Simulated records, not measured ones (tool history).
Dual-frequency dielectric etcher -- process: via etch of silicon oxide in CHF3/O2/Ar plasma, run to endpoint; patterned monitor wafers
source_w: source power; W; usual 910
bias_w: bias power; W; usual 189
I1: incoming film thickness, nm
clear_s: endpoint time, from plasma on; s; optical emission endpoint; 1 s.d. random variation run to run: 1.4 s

Run 1, day 0.000: usual settings; I1 686.6. Result: clear_s 285.7 s.
At day 2.675: wet clean of the chamber.
Run 2, day 2.971: usual settings; I1 680.7. Result: clear_s 275.1 s.
Run 3, day 5.362: usual settings; I1 673.9. Result: clear_s 273.3 s.
Run 4, day 7.367: usual settings; I1 673.9. Result: clear_s 276.9 s.
Run 5, day 9.358: usual settings; I1 675.7. Result: clear_s 278.1 s.
Run 6, day 11.192: usual settings; I1 678.5. Result: clear_s 281.5 s.
Run 7, day 13.575: usual settings; I1 685.6. Result: clear_s 288.4 s.
Run 8, day 15.050: usual settings; I1 685.5. Result: clear_s 285.9 s.
Run 9, day 17.854: usual settings; I1 683.9. Result: clear_s 285.7 s.
At day 19.796: wet clean of the chamber.
Run 10, day 20.571: usual settings but bias_w 209 W; I1 674.2. Result: clear_s 265.4 s.
Run 11, day 22.204: usual settings but source_w 1050 W; I1 674.3. Result: clear_s 258.9 s.
Run 12, day 23.612: usual settings but source_w 1050 W; I1 674.7. Result: clear_s 257.7 s.
Run 13, day 26.333: usual settings; I1 685.9. Result: clear_s 279.9 s.
At day 26.675: bias power generator calibrated.
Run 14, day 28.308: usual settings but source_w 1110 W; I1 677.8. Result: clear_s 257.3 s.
Run 15, day 29.525: usual settings but source_w 720 W; I1 676.0. Result: clear_s 305.3 s.
At day 35.888: wet clean of the chamber.
Run 16, day 36.200: usual settings; I1 680.7. Result: clear_s 277.0 s.
Run 17, day 37.979: usual settings but source_w 1080 W; I1 679.8. Result: clear_s 258.5 s.
Run 18, day 40.192: usual settings; I1 676.7. Result: clear_s 277.8 s.
At day 41.954: upper electrode replaced.
Run 19, day 42.417: usual settings but source_w 690 W; I1 681.8. Result: clear_s 317.7 s.
Run 20, day 44.138: usual settings but source_w 690 W, bias_w 170 W; I1 679.8. Result: clear_s 322.4 s.
At day 45.446: source power generator calibrated.
At day 53.400: wet clean of the chamber.
Run 21, day 53.421: usual settings but source_w 750 W; I1 676.6. Result: clear_s 298.2 s.
Run 22, day 55.550: usual settings but source_w 790 W, bias_w 149 W; I1 674.8. Result: clear_s 303.0 s.
Run 23, day 56.921: usual settings; I1 686.3. Result: clear_s 279.0 s.
Run 24, day 59.108: usual settings but source_w 800 W, bias_w 206 W; I1 679.4. Result: clear_s 285.0 s.
Run 25, day 60.862: usual settings but source_w 1110 W; I1 677.2. Result: clear_s 256.6 s.
Run 26, day 63.604: usual settings but source_w 1110 W, bias_w 210 W; I1 674.8. Result: clear_s 250.9 s.

Predict each of these 5 candidate next runs independently; none follows another, all start after run 26:
Run A, day 63.625: usual settings but bias_w 236 W; I1 677.4. Result: clear_s ?.
Run B, day 63.625: usual settings but source_w 820 W, bias_w 209 W; I1 677.4. Result: clear_s ?.
Run C, day 63.625: usual settings but bias_w 231 W; I1 677.4. Result: clear_s ?.
Run D, day 63.625: usual settings but bias_w 160 W; I1 677.4. Result: clear_s ?.
Run E, day 63.625: usual settings but source_w 690 W, bias_w 211 W; I1 677.4. Result: clear_s ?.

run  clear_s
  A    264.3
  B    283.8
  C    265.7
  D    288.9
  E    303.5
Without the tool's unlogged condition, the same runs would have read:
run  clear_s
  A    260.2
  B    279.4
  C    261.6
  D    284.4
  E    298.8
